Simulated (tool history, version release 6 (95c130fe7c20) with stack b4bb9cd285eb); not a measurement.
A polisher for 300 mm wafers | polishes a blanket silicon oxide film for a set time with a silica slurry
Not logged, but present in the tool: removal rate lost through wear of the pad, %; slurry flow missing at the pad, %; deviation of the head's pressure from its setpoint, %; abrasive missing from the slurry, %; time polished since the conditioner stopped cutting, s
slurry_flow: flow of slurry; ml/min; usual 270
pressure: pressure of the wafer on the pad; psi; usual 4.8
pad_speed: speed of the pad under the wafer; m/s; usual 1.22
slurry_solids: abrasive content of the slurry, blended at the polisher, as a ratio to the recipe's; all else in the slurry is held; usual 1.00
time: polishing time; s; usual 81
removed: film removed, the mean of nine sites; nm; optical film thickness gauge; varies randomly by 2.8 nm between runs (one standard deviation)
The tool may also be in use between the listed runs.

run,hour,slurry_flow,pressure,pad_speed,slurry_solids,time,wafers since the last listed run,wafers polished on this pad,hours since the slurry nozzle was cleaned,hours since the head pressure was calibrated,hours since the slurry blender was calibrated,hours since the conditioning disc was replaced,"incoming thickness of the incoming film, nm",removed
1,0.0,270,4.8,1.22,0.80,81,0,954,15.1,52.5,2.6,167.7,924.1,231.1
# hour 5.3: worn pad replaced by a new one
2,12.6,270,4.8,1.14,1.00,81,70,59,27.7,65.1,15.2,180.3,926.6,256.9
3,27.4,270,3.7,1.22,1.00,81,121,181,42.5,79.9,30.0,195.1,904.6,208.8
4,42.5,340,4.8,1.22,1.00,81,124,305,57.6,95.0,45.1,210.2,910.6,276.5
5,51.8,340,3.4,1.54,0.75,81,76,382,66.9,104.3,54.4,219.5,913.0,187.6
6,65.4,270,4.8,0.86,0.90,88,111,493,80.5,117.9,68.0,233.1,918.2,229.1
7,78.4,300,4.8,1.38,1.00,81,106,600,93.5,130.9,81.0,246.1,912.9,292.4
8,92.0,270,4.8,1.22,1.00,81,111,712,107.1,144.5,94.6,259.7,916.8,268.7
9,102.5,175,3.1,0.80,1.00,81,86,798,117.6,155.0,105.1,270.2,927.7,130.4
# hour 112.1: conditioning disc replaced and pad reconditioned
10,117.0,315,6.1,0.90,1.30,81,102,901,132.1,169.5,119.6,4.9,903.1,336.0
# hour 120.0: slurry blender recalibrated
11,123.2,270,3.8,1.22,1.00,81,34,936,138.3,175.7,3.2,11.1,924.8,211.0
12,129.6,270,4.8,1.22,1.00,81,52,988,144.7,182.1,9.6,17.5,930.5,270.6
# hour 136.5: worn pad replaced by a new one
13,139.9,330,4.8,1.22,1.00,81,51,27,155.0,192.4,19.9,27.8,912.7,272.4
14,156.5,270,4.3,1.22,1.15,101,136,164,171.6,209.0,36.5,44.4,921.3,324.6
15,174.1,325,4.1,1.22,0.85,74,144,309,189.2,226.6,54.1,62.0,916.1,189.8
16,180.9,320,6.0,1.02,0.80,81,55,364,196.0,233.4,60.9,68.8,914.9,264.7
17,198.6,270,4.8,1.22,1.10,58,145,510,213.7,251.1,78.6,86.5,921.4,205.4
18,210.7,270,4.8,1.22,1.00,81,99,609,225.8,263.2,90.7,98.6,941.0,272.2
19,227.0,270,3.8,1.22,1.00,66,134,744,242.1,279.5,107.0,114.9,940.3,176.0
20,234.5,270,4.8,1.22,1.00,81,61,805,249.6,287.0,114.5,122.4,918.6,269.5
# hour 239.4: slurry blender recalibrated
21,250.8,235,4.8,1.22,1.00,81,117,923,265.9,303.3,11.4,138.7,925.7,263.0
22,268.5,270,4.8,1.22,1.00,81,145,1068,283.6,321.0,29.1,156.4,923.9,268.4

Run 23 comes next. What will it give?
23,275.0,270,4.8,1.22,1.00,81,53,1122,290.1,327.5,35.6,162.9,911.5,?

Run 23 gave removed 262.8 nm.
Minus the tool's unlogged condition, the same run would have read removed 262.8 nm.
